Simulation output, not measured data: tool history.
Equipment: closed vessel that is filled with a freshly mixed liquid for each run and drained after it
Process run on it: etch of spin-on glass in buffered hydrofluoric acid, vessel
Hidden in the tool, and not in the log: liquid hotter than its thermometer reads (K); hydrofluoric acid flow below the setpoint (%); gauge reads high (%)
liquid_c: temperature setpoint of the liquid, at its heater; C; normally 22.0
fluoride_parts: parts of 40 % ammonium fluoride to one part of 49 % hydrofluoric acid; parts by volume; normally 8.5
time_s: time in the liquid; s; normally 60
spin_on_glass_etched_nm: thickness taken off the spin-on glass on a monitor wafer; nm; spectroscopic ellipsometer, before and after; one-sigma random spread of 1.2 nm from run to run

| run | hour | liquid_c | fluoride_parts | time_s | wafers since the last listed run | hours since the thermometer was replaced | hours since the hydrofluoric acid flow meter was replaced | hours since the gauge calibration | read-back film thickness of the spin-on glass reference wafer, read on the same gauge (nm) | spin_on_glass_etched_nm |
|---|---|---|---|---|---|---|---|---|---|---|
| 1 | 0.0 | 25.0 | 8.5 | 60 | 0 | 2700.0 | 2071.9 | 150.7 | 49.99 | 388.53 |
| 2 | 12.5 | 22.0 | 8.5 | 60 | 848 | 2712.5 | 2084.4 | 163.2 | 49.99 | 333.96 |
| 3 | 30.0 | 22.0 | 8.5 | 60 | 1187 | 2730.0 | 2101.9 | 180.7 | 50.02 | 333.35 |
| 4 | 41.1 | 22.0 | 8.5 | 60 | 753 | 2741.1 | 2113.0 | 191.8 | 49.93 | 333.85 |
| 5 | 51.2 | 22.0 | 8.5 | 60 | 685 | 2751.2 | 2123.1 | 201.9 | 50.02 | 333.62 |
| 6 | 58.5 | 22.0 | 8.5 | 60 | 495 | 2758.5 | 2130.4 | 209.2 | 49.95 | 336.23 |
| 7 | 67.3 | 22.0 | 8.5 | 60 | 597 | 2767.3 | 2139.2 | 218.0 | 50.00 | 334.09 |
| 8 | 75.1 | 22.0 | 8.5 | 60 | 529 | 2775.1 | 2147.0 | 225.8 | 50.02 | 334.94 |
| 9 | 89.9 | 22.0 | 8.5 | 60 | 1004 | 2789.9 | 2161.8 | 240.6 | 49.96 | 335.19 |
| 10 | 100.0 | 22.0 | 7.0 | 60 | 685 | 2800.0 | 2171.9 | 250.7 | 49.96 | 411.01 |
|  | 106.9 | gauge calibrated |
| 11 | 110.7 | 22.0 | 7.0 | 60 | 725 | 2810.7 | 2182.6 | 3.8 | 50.02 | 416.35 |
| 12 | 120.0 | 22.0 | 7.0 | 60 | 630 | 2820.0 | 2191.9 | 13.1 | 49.99 | 414.47 |
| 13 | 135.4 | 22.0 | 8.5 | 60 | 1044 | 2835.4 | 2207.3 | 28.5 | 50.04 | 335.86 |
|  | 140.6 | thermometer replaced |
| 14 | 147.8 | 22.0 | 8.5 | 60 | 773 | 7.2 | 2219.7 | 40.9 | 50.01 | 285.90 |
|  | 157.4 | hydrofluoric acid flow meter replaced |
| 15 | 161.7 | 22.0 | 8.5 | 60 | 875 | 21.1 | 4.3 | 54.8 | 50.03 | 283.81 |
| 16 | 167.8 | 22.0 | 7.0 | 60 | 413 | 27.2 | 10.4 | 60.9 | 50.02 | 351.75 |
| 17 | 179.5 | 22.0 | 8.5 | 50 | 793 | 38.9 | 22.1 | 72.6 | 49.99 | 237.22 |
| 18 | 197.3 | 22.0 | 9.5 | 60 | 1207 | 56.7 | 39.9 | 90.4 | 50.01 | 259.84 |
| 19 | 204.0 | 20.5 | 11.5 | 35 | 454 | 63.4 | 46.6 | 97.1 | 50.00 | 118.06 |
| 20 | 213.6 | 24.5 | 10.5 | 90 | 651 | 73.0 | 56.2 | 106.7 | 50.03 | 414.27 |
| 21 | 231.3 | 20.5 | 6.0 | 45 | 1200 | 90.7 | 73.9 | 124.4 | 50.01 | 278.93 |
| 22 | 247.5 | 24.0 | 8.5 | 60 | 1099 | 106.9 | 90.1 | 140.6 | 50.00 | 318.68 |
| 23 | 264.5 | 22.0 | 8.5 | 60 | 1153 | 123.9 | 107.1 | 157.6 | 50.00 | 287.52 |
| 24 | 275.9 | 25.0 | 6.5 | 85 | 773 | 135.3 | 118.5 | 169.0 | 49.98 | 633.17 |
| 25 | 283.4 | 18.0 | 10.5 | 95 | 508 | 142.8 | 126.0 | 176.5 | 49.98 | 305.60 |
| 26 | 299.5 | 18.0 | 8.5 | 90 | 1092 | 158.9 | 142.1 | 192.6 | 50.03 | 346.15 |
| 27 | 316.0 | 22.0 | 8.5 | 60 | 1119 | 175.4 | 158.6 | 209.1 | 50.01 | 289.99 |
| 28 | 329.3 | 27.0 | 11.0 | 45 | 902 | 188.7 | 171.9 | 222.4 | 50.01 | 228.25 |
| 29 | 346.5 | 25.5 | 8.5 | 60 | 1166 | 205.9 | 189.1 | 239.6 | 49.97 | 350.13 |
| 30 | 363.7 | 22.0 | 6.5 | 60 | 1166 | 223.1 | 206.3 | 256.8 | 49.99 | 377.95 |
| 31 | 372.1 | 22.0 | 8.5 | 60 | 569 | 231.5 | 214.7 | 265.2 | 50.04 | 289.10 |
| 32 | 378.7 | 22.0 | 6.5 | 75 | 447 | 238.1 | 221.3 | 271.8 | 50.03 | 475.23 |

For each run, what was the tool's unlogged condition?
hydrofluoric acid flow below the setpoint (%): 0 in every run
gauge reads high (%): 0 in every run
H1: liquid hotter than its thermometer reads (K)
| run | H1 |
|---|---|
| 1 | 2.98 |
| 2 | 2.99 |
| 3 | 3.01 |
| 4 | 3.02 |
| 5 | 3.03 |
| 6 | 3.04 |
| 7 | 3.05 |
| 8 | 3.06 |
| 9 | 3.07 |
| 10 | 3.08 |
| 11 | 3.09 |
| 12 | 3.1 |
| 13 | 3.12 |
| 14 | 0.141 |
| 15 | 0.154 |
| 16 | 0.16 |
| 17 | 0.172 |
| 18 | 0.19 |
| 19 | 0.196 |
| 20 | 0.206 |
| 21 | 0.223 |
| 22 | 0.24 |
| 23 | 0.256 |
| 24 | 0.268 |
| 25 | 0.275 |
| 26 | 0.291 |
| 27 | 0.307 |
| 28 | 0.321 |
| 29 | 0.338 |
| 30 | 0.355 |
| 31 | 0.363 |
| 32 | 0.37 |
